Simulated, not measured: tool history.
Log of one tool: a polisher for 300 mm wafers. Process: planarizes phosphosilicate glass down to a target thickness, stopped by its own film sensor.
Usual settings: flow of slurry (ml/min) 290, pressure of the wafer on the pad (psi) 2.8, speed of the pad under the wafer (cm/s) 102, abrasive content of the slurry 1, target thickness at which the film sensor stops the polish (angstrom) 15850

run,hour,flow of slurry (ml/min),pressure of the wafer on the pad (psi),speed of the pad under the wafer (cm/s),abrasive content of the slurry,target thickness at which the film sensor stops the polish (angstrom),wafers since the last listed run,wafers polished on this pad,hours since the slurry nozzle was cleaned,hours since the head pressure was calibrated,hours since the slurry blender was calibrated,hours since the conditioning disc was replaced,"incoming thickness of the incoming film, nm",time until the film sensor stopped the polish (s)
1,0,260,2.8,90,1,15850,0,507,308.5,229.1,144.1,93.5,2116.2,73.5
2,18.6,290,2.8,102,1,15850,192,699,327.1,247.7,162.7,112.1,2130.4,70.3
3,35.8,290,2.8,102,1,15850,177,877,344.3,264.9,179.9,129.3,2157.2,72.2
4,58.9,290,2.8,102,1,14980,238,1115,367.4,288,203,152.4,2190.6,86.4
5,75.7,200,2.8,102,0.9,15850,173,1289,384.2,304.8,219.8,169.2,2151.9,74.3
6,101.5,290,1.8,102,1.2,15850,266,1555,410,330.6,245.6,195,2159.8,95.9
7,128.9,220,2.5,102,1,15850,282,1838,437.4,358,273,222.4,2172.8,81.3
8,148.6,255,2.1,102,1.3,14970,203,2042,457.1,377.7,292.7,242.1,2127.5,92.9
# hour 176.4: worn pad replaced by a new one
# hour 192: head pressure recalibrated
9,213.3,195,3.5,102,0.9,15850,606,360,521.8,21.3,357.4,306.8,2197.9,67.7
10,248.9,290,2.8,102,1,15850,367,728,557.4,56.9,393,342.4,2175.2,74.8
11,266.2,205,2.8,102,1,15850,178,906,574.7,74.2,410.3,359.7,2130.3,70.1
# hour 287: slurry blender recalibrated
12,290.7,290,2.8,102,0.75,16390,232,1139,599.2,98.7,3.7,384.2,2160.9,71.7
13,319.4,195,3.5,102,0.9,15850,296,1435,627.9,127.4,32.4,412.9,2194.4,66.6
# hour 332.3: conditioning disc replaced and pad reconditioned
14,350.3,290,2.8,102,1,15850,298,1734,658.8,158.3,63.3,18,2152.8,72.8
15,378.2,385,2.8,102,0.8,16640,288,2022,686.7,186.2,91.2,45.9,2162,63.2
# hour 390.1: worn pad replaced by a new one
# hour 404.8: slurry nozzle cleaned
16,408.5,290,2.8,102,1,15850,261,179,3.7,216.5,121.5,76.2,2113,67.6
17,428.2,290,2.8,102,1,15850,203,383,23.4,236.2,141.2,95.9,2142,69.9
18,461.2,220,2.8,112,1,15850,340,724,56.4,269.2,174.2,128.9,2170.2,70.9

Estimate the outcome of run 19 from the log above:
19,482.5,290,3.5,102,1,15090,219,944,77.7,290.5,195.5,150.2,2160.4,?

{"run 19": {"time until the film sensor stopped the polish (s)": 68}}
With no hidden state in the tool, this same run would have given time until the film sensor stopped the polish (s) 68.
